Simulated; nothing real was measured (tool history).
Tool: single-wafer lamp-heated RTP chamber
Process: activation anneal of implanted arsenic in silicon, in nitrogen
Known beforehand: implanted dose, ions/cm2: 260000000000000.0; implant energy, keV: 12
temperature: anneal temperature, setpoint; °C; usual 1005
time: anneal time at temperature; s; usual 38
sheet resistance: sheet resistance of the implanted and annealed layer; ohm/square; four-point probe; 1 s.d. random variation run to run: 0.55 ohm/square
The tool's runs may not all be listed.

| run | hour | temperature | time | read-back reference wafer on the same gauge, sheet resistance | sheet resistance |
|---|---|---|---|---|---|
| 1 | 0.0 | 1005 | 38 | 405.86 | 363.69 |
| 2 | 11.3 | 1005 | 38 | 406.06 | 363.17 |
| 3 | 20.6 | 1005 | 38 | 406.03 | 362.82 |
| 4 | 36.9 | 1005 | 38 | 406.29 | 363.03 |
| 5 | 49.6 | 1005 | 29 | 406.13 | 365.40 |
| 6 | 67.0 | 1005 | 29 | 406.15 | 366.30 |
| 7 | 77.2 | 1005 | 29 | 406.21 | 365.56 |
| 8 | 87.9 | 1005 | 38 | 405.99 | 363.13 |
| 9 | 101.9 | 1005 | 38 | 405.92 | 363.43 |
| 10 | 119.2 | 1005 | 38 | 405.98 | 363.16 |
| 11 | 128.7 | 1005 | 52 | 405.95 | 359.16 |
|  | 129.4 | gauge calibrated |
|  | 141.7 | reflector plate cleaned |
| 12 | 146.5 | 1005 | 38 | 406.31 | 362.73 |
| 13 | 162.7 | 1005 | 50 | 405.91 | 359.60 |
| 14 | 178.9 | 1005 | 38 | 405.97 | 363.02 |
|  | 215.2 | pyrometer window cleaned and pyrometer calibrated |
| 15 | 219.6 | 1005 | 38 | 406.15 | 361.37 |
| 16 | 234.3 | 1018 | 38 | 405.86 | 357.73 |
| 17 | 249.6 | 990 | 38 | 406.01 | 365.39 |
|  | 262.6 | pyrometer window cleaned and pyrometer calibrated, repeated, since the last time left the tool worse |
| 18 | 263.1 | 1005 | 44 | 406.05 | 364.20 |
| 19 | 267.0 | 1005 | 38 | 406.23 | 365.14 |
| 20 | 278.4 | 1032 | 32 | 405.79 | 359.94 |
| 21 | 293.6 | 1005 | 38 | 406.04 | 364.49 |
| 22 | 307.7 | 989 | 31 | 405.97 | 369.26 |
| 23 | 329.3 | 1005 | 18 | 406.05 | 372.05 |
| 24 | 340.9 | 1005 | 23 | 405.92 | 369.77 |
| 25 | 354.3 | 1020 | 38 | 405.81 | 360.65 |
| 26 | 371.0 | 1005 | 38 | 405.79 | 364.23 |
| 27 | 386.1 | 979 | 52 | 405.93 | 368.34 |

Predict each of these 4 candidate next runs independently; none follows another, all start after run 27:
| A | 386.5 | 1035 | 38 | ? | ? |
| B | 386.5 | 982 | 31 | ? | ? |
| C | 386.5 | 1005 | 24 | ? | ? |
| D | 386.5 | 1035 | 55 | ? | ? |

| run | read-back reference wafer on the same gauge, sheet resistance | sheet resistance |
|---|---|---|
| A | 405.83 | 356.23 |
| B | 405.83 | 372.52 |
| C | 405.83 | 369.81 |
| D | 405.83 | 350.51 |
With no hidden state in the tool, these same runs would have given:
| run | sheet resistance |
|---|---|
| A | 357.47 |
| B | 373.25 |
| C | 370.63 |
| D | 351.93 |
